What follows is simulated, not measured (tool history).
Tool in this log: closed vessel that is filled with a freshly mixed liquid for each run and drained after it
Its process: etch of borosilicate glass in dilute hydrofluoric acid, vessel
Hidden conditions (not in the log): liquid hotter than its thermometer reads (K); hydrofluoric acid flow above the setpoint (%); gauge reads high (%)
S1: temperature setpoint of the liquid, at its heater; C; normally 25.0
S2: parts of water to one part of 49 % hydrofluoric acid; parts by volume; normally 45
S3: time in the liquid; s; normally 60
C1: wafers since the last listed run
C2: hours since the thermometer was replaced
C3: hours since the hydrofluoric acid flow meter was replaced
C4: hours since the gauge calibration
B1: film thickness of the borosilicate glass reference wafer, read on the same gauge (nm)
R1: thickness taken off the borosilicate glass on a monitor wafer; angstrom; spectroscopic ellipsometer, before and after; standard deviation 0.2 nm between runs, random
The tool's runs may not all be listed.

run    hour    S1  S2  S3     C1      C2      C3      C4      B1      R1
  1     0.0  25.0  45  60      0   836.4   238.8   243.3  120.20   476.8
  2    68.9  25.0  45  60  10006   905.3   307.7   312.2  120.22   476.4
  3   131.9  25.0  45  60   9149   968.3   370.7   375.2  120.26   479.5
  4   347.2  25.0  45  60  31267  1183.6   586.0   590.5  120.45   479.6
  5   416.6  25.0  45  60  10078  1253.0   655.4   659.9  120.50   476.3
  6   463.2  25.0  45  60   6767  1299.6   702.0   706.5  120.53   477.9
  7   526.6  25.0  45  60   9207  1363.0   765.4   769.9  120.68   478.6
      600.4  -- thermometer replaced
  8   626.4  25.0  45  60  14348    26.0   865.2   869.7  120.86   475.5
  9   732.4  25.0  45  60  15394   132.0   971.2   975.7  121.00   482.2
 10   822.9  25.0  45  60  13143   222.5  1061.7  1066.2  121.15   481.2
 11   905.9  25.0  45  60  12053   305.5  1144.7  1149.2  121.33   480.0
 12  1005.3  25.0  45  60  14435   404.9  1244.1  1248.6  121.56   482.0
 13  1061.9  25.0  45  60   8219   461.5  1300.7  1305.2  121.64   481.7
     1067.5  -- hydrofluoric acid flow meter replaced
 14  1099.8  26.5  40  40   5358   499.4    32.3  1343.1  121.76   390.7
 15  1145.0  25.0  45  60   6564   544.6    77.5  1388.3  121.85   484.6
 16  1201.0  21.0  25  85   8132   600.6   133.5  1444.3  122.04  1065.1
 17  1296.4  25.0  45  60  13854   696.0   228.9  1539.7  122.26   485.0
     1342.6  -- gauge calibrated
 18  1363.1  28.0  30  80   9686   762.7   295.6    20.5  120.39  1098.1
 19  1442.9  23.5  40  85  11589   842.5   375.4   100.3  120.38   715.4
 20  1483.5  21.5  45  35   5896   883.1   416.0   140.9  120.42   242.0
 21  1563.7  25.0  45  35  11647   963.3   496.2   221.1  120.41   277.2
 22  1635.6  20.5  45  60  10441  1035.2   568.1   293.0  120.43   394.0
 23  1681.6  25.0  45  60   6680  1081.2   614.1   339.0  120.49   474.4

Run 24, settings as shown, results not yet in. Your forecast:
 24  1727.7  25.0  45  60  6694  1127.3  660.2  385.1   ?   ?

Run 24 came out at B1 120.48, R1 475.1 angstrom.
Had the tool carried no hidden state, the very same run would have given R1 473.0 angstrom.

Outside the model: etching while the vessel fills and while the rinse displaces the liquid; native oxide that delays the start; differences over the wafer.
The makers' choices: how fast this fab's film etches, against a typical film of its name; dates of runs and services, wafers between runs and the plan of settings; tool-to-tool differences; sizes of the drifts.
